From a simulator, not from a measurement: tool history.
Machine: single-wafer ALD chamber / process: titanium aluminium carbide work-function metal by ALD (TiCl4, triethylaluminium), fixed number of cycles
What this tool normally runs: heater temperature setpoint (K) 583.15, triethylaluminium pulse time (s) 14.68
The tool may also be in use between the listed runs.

run	day	heater temperature setpoint (K)	triethylaluminium pulse time (s)	read-back reference wafer on the same gauge, thickness_nm	mean film thickness on the monitor wafer (angstrom)
1	0.000	583.15	14.68	2.203	22.90
2	1.554	583.15	14.68	2.202	22.87
3	4.146	583.15	14.68	2.200	22.98
4	5.233	583.15	14.68	2.200	22.95
5	6.442	583.15	14.68	2.199	22.80
6	15.038	583.15	14.68	2.199	22.83
7	18.092	583.15	14.68	2.200	22.88
8	19.333	583.15	14.68	2.200	22.93
# day 22.008: thermocouple changed; heater temperature recalibrated
9	22.029	583.15	14.68	2.200	23.39
# day 24.288: triethylaluminium bottle replaced
10	24.871	583.15	14.68	2.199	23.27
11	27.396	583.15	14.68	2.202	23.23
12	29.288	583.15	14.68	2.200	23.34
13	30.567	574.15	12.22	2.198	21.75
14	31.821	583.15	14.68	2.201	23.17
15	34.250	583.15	18.07	2.202	23.27
# day 35.421: showerhead replaced
16	37.004	583.15	14.68	2.197	23.21
17	38.142	583.15	14.68	2.199	23.13
18	39.796	570.15	14.68	2.200	21.68
19	41.004	583.15	16.22	2.202	23.25
# day 41.971: gauge calibrated
20	42.462	583.15	14.68	2.201	23.04
21	44.538	576.15	12.51	2.201	21.99
22	46.900	569.15	14.68	2.197	21.38
23	48.479	583.15	17.22	2.198	23.27
24	49.750	583.15	14.68	2.200	23.03
25	51.938	593.15	12.50	2.199	23.75
26	53.817	572.15	17.61	2.198	21.98

Below are 4 alternative next runs, each starting from the tool's condition after run 26. Predict each:
A	53.833	583.15	11.97	?	?
B	53.833	588.15	10.43	?	?
C	53.833	583.15	16.96	?	?
D	53.833	573.15	11.45	?	?

run	read-back reference wafer on the same gauge, thickness_nm	mean film thickness on the monitor wafer (angstrom)
A	2.200	22.51
B	2.200	22.18
C	2.200	23.11
D	2.200	21.22
Without the tool's hidden state the same runs would have given:
run	mean film thickness on the monitor wafer (angstrom)
A	22.89
B	22.55
C	23.51
D	21.60
